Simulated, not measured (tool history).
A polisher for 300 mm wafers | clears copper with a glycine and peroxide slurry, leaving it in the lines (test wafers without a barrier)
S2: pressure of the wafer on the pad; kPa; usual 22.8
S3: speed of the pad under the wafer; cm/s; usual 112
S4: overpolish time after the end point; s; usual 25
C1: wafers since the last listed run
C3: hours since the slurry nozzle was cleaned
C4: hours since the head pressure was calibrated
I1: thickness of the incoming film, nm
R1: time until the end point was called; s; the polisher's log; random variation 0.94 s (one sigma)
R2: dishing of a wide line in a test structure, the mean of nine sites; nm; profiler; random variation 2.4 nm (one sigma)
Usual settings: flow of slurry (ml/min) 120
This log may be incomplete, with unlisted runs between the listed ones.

run 1 hour=0 | flow_of_slurry_(ml/min)=120 S2=22.8 S3=112 S4=25 | C1=0 wafers_polished_on_this_pad=7 C3=23.1 C4=908 | I1=521.2 | R1=89.5 R2=100.3
run 2 hour=8.1 | flow_of_slurry_(ml/min)=120 S2=22.8 S3=112 S4=25 | C1=75 wafers_polished_on_this_pad=82 C3=31.2 C4=916.1 | I1=520.7 | R1=88.8 R2=102.1
run 3 hour=22.8 | flow_of_slurry_(ml/min)=120 S2=22.8 S3=112 S4=25 | C1=136 wafers_polished_on_this_pad=219 C3=45.9 C4=930.8 | I1=519.4 | R1=90.5 R2=98
run 4 hour=30.5 | flow_of_slurry_(ml/min)=120 S2=22.8 S3=112 S4=25 | C1=71 wafers_polished_on_this_pad=291 C3=53.6 C4=938.5 | I1=525.6 | R1=89.4 R2=96.5
run 5 hour=36.7 | flow_of_slurry_(ml/min)=120 S2=29 S3=86 S4=25 | C1=57 wafers_polished_on_this_pad=348 C3=59.8 C4=944.7 | I1=519.1 | R1=93.1 R2=98.5
run 6 hour=47.7 | flow_of_slurry_(ml/min)=120 S2=29 S3=86 S4=25 | C1=102 wafers_polished_on_this_pad=451 C3=70.8 C4=955.7 | I1=535 | R1=97.9 R2=99.6
run 7 hour=62.2 | flow_of_slurry_(ml/min)=120 S2=27.6 S3=98 S4=25 | C1=135 wafers_polished_on_this_pad=586 C3=85.3 C4=970.2 | I1=525.8 | R1=95.2 R2=94.9
-- hour=78.4 worn pad replaced by a new one
run 8 hour=78.9 | flow_of_slurry_(ml/min)=120 S2=27.6 S3=98 S4=25 | C1=118 wafers_polished_on_this_pad=4 C3=102 C4=986.9 | I1=527.5 | R1=90.3 R2=100.6
run 9 hour=85.2 | flow_of_slurry_(ml/min)=120 S2=27.6 S3=98 S4=25 | C1=58 wafers_polished_on_this_pad=63 C3=108.3 C4=993.2 | I1=517.6 | R1=87.6 R2=103.1
run 10 hour=95.6 | flow_of_slurry_(ml/min)=120 S2=22.8 S3=112 S4=25 | C1=96 wafers_polished_on_this_pad=160 C3=118.7 C4=1003.6 | I1=531.3 | R1=95.8 R2=96.6
run 11 hour=109.8 | flow_of_slurry_(ml/min)=120 S2=22.8 S3=112 S4=25 | C1=132 wafers_polished_on_this_pad=292 C3=132.9 C4=1017.8 | I1=528.8 | R1=95 R2=95
run 12 hour=120 | flow_of_slurry_(ml/min)=120 S2=22.8 S3=112 S4=25 | C1=94 wafers_polished_on_this_pad=387 C3=143.1 C4=1028 | I1=526.4 | R1=95.7 R2=90
run 13 hour=135.4 | flow_of_slurry_(ml/min)=120 S2=26.9 S3=112 S4=25 | C1=143 wafers_polished_on_this_pad=530 C3=158.5 C4=1043.4 | I1=530.8 | R1=88.7 R2=102.1
run 14 hour=147.3 | flow_of_slurry_(ml/min)=120 S2=22.8 S3=112 S4=25 | C1=110 wafers_polished_on_this_pad=641 C3=170.4 C4=1055.3 | I1=525.3 | R1=104.5 R2=88.7

What will run 15 give?
-- hour=154.5 worn pad replaced by a new one
run 15 hour=164.2 | flow_of_slurry_(ml/min)=120 S2=14.5 S3=112 S4=25 | C1=120 wafers_polished_on_this_pad=90 C3=187.3 C4=1072.2 | I1=527.6 | R1=? R2=?

R1: 142.4 s
R2: 67.5 nm
Take away the tool's hidden state, keep the run-to-run variation as it was, and the same run would have given R1 128.1 s, R2 73 nm.
